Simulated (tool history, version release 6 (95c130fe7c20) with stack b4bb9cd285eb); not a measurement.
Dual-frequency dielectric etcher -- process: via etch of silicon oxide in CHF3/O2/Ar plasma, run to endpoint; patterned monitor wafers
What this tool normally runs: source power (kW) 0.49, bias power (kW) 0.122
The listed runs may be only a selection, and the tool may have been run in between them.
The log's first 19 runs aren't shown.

run    hour  source power (kW)  bias power (kW)  incoming incoming film thickness, nm  endpoint time (s)
 20  1002.8               0.49            0.122                                 564.8              348.3
     1084.9  -- upper electrode replaced
 21  1085.4               0.49            0.122                                 569.4              351.9
     1155.5  -- wet clean of the chamber
 22    1156               0.58            0.102                                 562.7                355
 23    1234               0.59            0.098                                 565.1              357.9
     1253.3  -- source power generator calibrated
 24  1272.1               0.49            0.122                                 565.1              351.5
 25  1314.3               0.58            0.132                                 562.5              329.7
 26  1363.8               0.49            0.122                                 565.1              349.2
 27  1502.5                0.6            0.122                                 562.9              331.6
 28  1548.5                0.4            0.142                                 560.6              341.4
 29  1602.1               0.46            0.135                                 560.6              337.3
     1644.7  -- wet clean of the chamber
 30  1645.2               0.37            0.149                                 560.3              349.5
 31  1666.8               0.42             0.14                                 560.3                346
 32  1710.7               0.49            0.122                                 561.5                349
 33  1770.2               0.58            0.101                                 561.7              352.5

Predict each of these 3 candidate next runs independently; none follows another, all start after run 33:
  A  1770.7               0.49            0.122                                 557.2                  ?
  B  1770.7               0.54            0.148                                 557.2                  ?
  C  1770.7               0.39            0.148                                 557.2                  ?

run  endpoint time (s)
  A              345.5
  B              321.5
  C              341.7
Without the tool's unlogged condition, the same runs would have read:
run  endpoint time (s)
  A              348.3
  B              324.2
  C              344.5
